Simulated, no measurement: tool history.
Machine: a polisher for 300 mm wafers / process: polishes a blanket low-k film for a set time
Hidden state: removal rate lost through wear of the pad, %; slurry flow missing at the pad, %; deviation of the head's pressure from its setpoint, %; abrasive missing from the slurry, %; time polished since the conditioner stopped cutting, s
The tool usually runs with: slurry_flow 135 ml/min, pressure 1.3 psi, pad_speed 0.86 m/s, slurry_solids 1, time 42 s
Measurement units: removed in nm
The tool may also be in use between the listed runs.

run,hour,slurry_flow,pressure,pad_speed,slurry_solids,time,wafers since the last listed run,wafers polished on this pad,hours since the slurry nozzle was cleaned,hours since the head pressure was calibrated,hours since the slurry blender was calibrated,hours since the conditioning disc was replaced,"incoming thickness of the incoming film, nm",removed
1,0,135,1.3,0.86,1,42,0,612,311.3,420.8,257.3,208,691.1,11.5
2,33.2,135,1.3,0.86,1,42,204,816,344.5,454,290.5,241.2,690.6,11.4
# hour 85.1: slurry nozzle cleaned
3,101.3,135,1.3,0.86,1,42,412,1229,16.2,522.1,358.6,309.3,688.3,11.7
4,127.8,135,1.3,0.86,1,42,163,1392,42.7,548.6,385.1,335.8,683,11.6
5,159.1,135,1.3,0.86,1,42,192,1584,74,579.9,416.4,367.1,695.9,11.5
# hour 197.7: slurry blender recalibrated
# hour 204.6: head pressure recalibrated
6,212.6,180,1.3,1.14,1.1,42,304,1889,127.5,8,14.9,420.6,695,14.7
7,273.1,135,1.3,0.86,1,57,372,2261,188,68.5,75.4,481.1,697.7,15.3
# hour 318.7: conditioning disc replaced and pad reconditioned
8,344.5,135,1.3,0.72,1.25,37,426,2688,259.4,139.9,146.8,25.8,692.4,10.3
9,382.1,135,1.3,0.86,1,42,231,2920,297,177.5,184.4,63.4,694.8,11.3
# hour 401.9: worn pad replaced by a new one
10,414.4,120,1.3,0.86,1.1,50,174,77,329.3,209.8,216.7,95.7,686.9,14.1
11,478.6,145,1.3,0.86,1,56,394,472,393.5,274,280.9,159.9,686,15.6
# hour 492.9: slurry nozzle cleaned
12,525.2,135,1,0.64,1,29,280,752,32.3,320.6,327.5,206.5,695.5,5.8
13,574.5,135,1.6,0.72,1,42,303,1056,81.6,369.9,376.8,255.8,674.7,12.2
# hour 611.6: slurry blender recalibrated
14,636,135,1.3,0.86,1,42,366,1422,143.1,431.4,24.4,317.3,679,11.7
# hour 682.7: head pressure recalibrated
# hour 767.8: conditioning disc replaced and pad reconditioned
15,834.4,180,1.3,0.86,1,42,1196,2618,341.5,151.7,222.8,66.6,690.4,11.9
16,863.8,135,1,0.86,1,42,180,2799,370.9,181.1,252.2,96,689.3,9.4
17,915.6,135,1.3,0.86,1.1,53,318,3117,422.7,232.9,304,147.8,687.5,15.4
# hour 921.8: worn pad replaced by a new one
# hour 928.5: slurry nozzle cleaned
18,952.4,135,1.2,0.86,1,42,195,182,23.9,269.7,340.8,184.6,685.8,10.9
19,999.9,135,1.3,0.86,1,36,292,474,71.4,317.2,388.3,232.1,687,9.9
# hour 1017.6: slurry blender recalibrated
20,1043.2,135,1.3,0.86,1,42,254,728,114.7,360.5,25.6,275.4,688.8,11.4
21,1109.3,115,1.6,0.86,1,35,406,1135,180.8,426.6,91.7,341.5,681.1,11.3
22,1152.7,100,1.5,0.86,1,56,267,1402,224.2,470,135.1,384.9,694.9,16.4
23,1200.7,135,1.3,0.86,1,42,295,1697,272.2,518,183.1,432.9,683.8,11.5
# hour 1236.9: conditioning disc replaced and pad reconditioned
24,1244.4,135,1.6,1.06,1,38,256,1953,315.9,561.7,226.8,7.5,700.2,13.5
# hour 1279.3: head pressure recalibrated
25,1298.4,110,1.3,0.86,1,42,319,2273,369.9,19.1,280.8,61.5,691,11
# hour 1325.3: slurry nozzle cleaned
26,1347.3,135,1.3,0.86,1.15,42,294,2568,22,68,329.7,110.4,700.6,12.2

Branching from run 26: 3 alternative next runs. What would each branch give?
A,1347.7,135,1.3,0.86,1,42,2,2571,22.4,68.4,330.1,110.8,693.9,?
B,1347.7,135,1.3,0.86,1,35,2,2571,22.4,68.4,330.1,110.8,693.9,?
C,1347.7,155,1.7,0.86,1.2,42,2,2571,22.4,68.4,330.1,110.8,693.9,?

run,removed
A,11.2
B,9.4
C,15.6
Had the tool no hidden state, the same runs would have come out as:
run,removed
A,11.1
B,9.2
C,15.4

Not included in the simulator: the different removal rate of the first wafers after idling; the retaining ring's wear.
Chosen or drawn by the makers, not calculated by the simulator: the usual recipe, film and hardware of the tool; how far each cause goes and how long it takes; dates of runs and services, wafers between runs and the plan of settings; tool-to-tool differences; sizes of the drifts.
